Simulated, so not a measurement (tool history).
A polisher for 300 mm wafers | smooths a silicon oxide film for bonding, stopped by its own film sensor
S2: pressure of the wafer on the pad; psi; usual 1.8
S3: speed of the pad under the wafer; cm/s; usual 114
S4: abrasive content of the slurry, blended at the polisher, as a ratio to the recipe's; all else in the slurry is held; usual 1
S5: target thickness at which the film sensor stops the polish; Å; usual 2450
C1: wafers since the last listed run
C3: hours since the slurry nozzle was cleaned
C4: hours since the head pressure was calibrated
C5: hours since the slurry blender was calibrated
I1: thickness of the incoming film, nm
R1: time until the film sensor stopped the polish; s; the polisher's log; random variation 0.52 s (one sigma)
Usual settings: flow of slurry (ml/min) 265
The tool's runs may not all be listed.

run 1 hour=0 | flow_of_slurry_(ml/min)=265 S2=1.8 S3=114 S4=1 S5=2450 | C1=0 wafers_polished_on_this_pad=540 C3=179.3 C4=398.5 C5=169.1 | I1=280.6 | R1=43.3
-- hour=13 slurry blender recalibrated
run 2 hour=58.9 | flow_of_slurry_(ml/min)=265 S2=1.8 S3=114 S4=1 S5=2450 | C1=709 wafers_polished_on_this_pad=1250 C3=238.2 C4=457.4 C5=45.9 | I1=279.6 | R1=42.2
run 3 hour=87.9 | flow_of_slurry_(ml/min)=265 S2=1.8 S3=114 S4=1 S5=2450 | C1=361 wafers_polished_on_this_pad=1611 C3=267.2 C4=486.4 C5=74.9 | I1=274.9 | R1=36.2
-- hour=128.7 worn pad replaced by a new one
run 4 hour=129.2 | flow_of_slurry_(ml/min)=265 S2=1.8 S3=114 S4=1 S5=2450 | C1=465 wafers_polished_on_this_pad=5 C3=308.5 C4=527.7 C5=116.2 | I1=281.7 | R1=44.8
run 5 hour=149.7 | flow_of_slurry_(ml/min)=265 S2=1.8 S3=114 S4=1 S5=2450 | C1=255 wafers_polished_on_this_pad=261 C3=329 C4=548.2 C5=136.7 | I1=280 | R1=41.3
-- hour=170.8 slurry blender recalibrated
run 6 hour=191.2 | flow_of_slurry_(ml/min)=265 S2=1.8 S3=114 S4=1 S5=2450 | C1=492 wafers_polished_on_this_pad=753 C3=370.5 C4=589.7 C5=20.4 | I1=283.6 | R1=46.6
run 7 hour=241.4 | flow_of_slurry_(ml/min)=265 S2=1.8 S3=114 S4=1 S5=2450 | C1=625 wafers_polished_on_this_pad=1379 C3=420.7 C4=639.9 C5=70.6 | I1=285.3 | R1=47.8
-- hour=276.7 worn pad replaced by a new one
run 8 hour=277.2 | flow_of_slurry_(ml/min)=265 S2=1.8 S3=114 S4=0.95 S5=2450 | C1=396 wafers_polished_on_this_pad=6 C3=456.5 C4=675.7 C5=106.4 | I1=276 | R1=38.4
run 9 hour=309.4 | flow_of_slurry_(ml/min)=265 S2=2.2 S3=74 S4=1 S5=2410 | C1=401 wafers_polished_on_this_pad=407 C3=488.7 C4=707.9 C5=138.6 | I1=276.9 | R1=43.5
-- hour=314.2 slurry blender recalibrated
-- hour=322.9 head pressure recalibrated
-- hour=340.5 slurry nozzle cleaned
run 10 hour=367.1 | flow_of_slurry_(ml/min)=265 S2=1.8 S3=114 S4=1 S5=2450 | C1=657 wafers_polished_on_this_pad=1064 C3=26.6 C4=44.2 C5=52.9 | I1=282.3 | R1=45.9
run 11 hour=399.9 | flow_of_slurry_(ml/min)=170 S2=2 S3=144 S4=1.25 S5=2450 | C1=408 wafers_polished_on_this_pad=1473 C3=59.4 C4=77 C5=85.7 | I1=276.2 | R1=28.6
-- hour=428.2 worn pad replaced by a new one
run 12 hour=428.7 | flow_of_slurry_(ml/min)=265 S2=1.8 S3=114 S4=1 S5=2450 | C1=309 wafers_polished_on_this_pad=5 C3=88.2 C4=105.8 C5=114.5 | I1=280.3 | R1=43.3

Forecast run 13:
-- hour=483.8 slurry blender recalibrated
run 13 hour=484.3 | flow_of_slurry_(ml/min)=265 S2=1.2 S3=114 S4=1 S5=2450 | C1=668 wafers_polished_on_this_pad=674 C3=143.8 C4=161.4 C5=0.5 | I1=276.4 | R1=?

{"run 13": {"R1": 54.4}}
Without the tool's hidden state the same run would have given R1 54.1 s.

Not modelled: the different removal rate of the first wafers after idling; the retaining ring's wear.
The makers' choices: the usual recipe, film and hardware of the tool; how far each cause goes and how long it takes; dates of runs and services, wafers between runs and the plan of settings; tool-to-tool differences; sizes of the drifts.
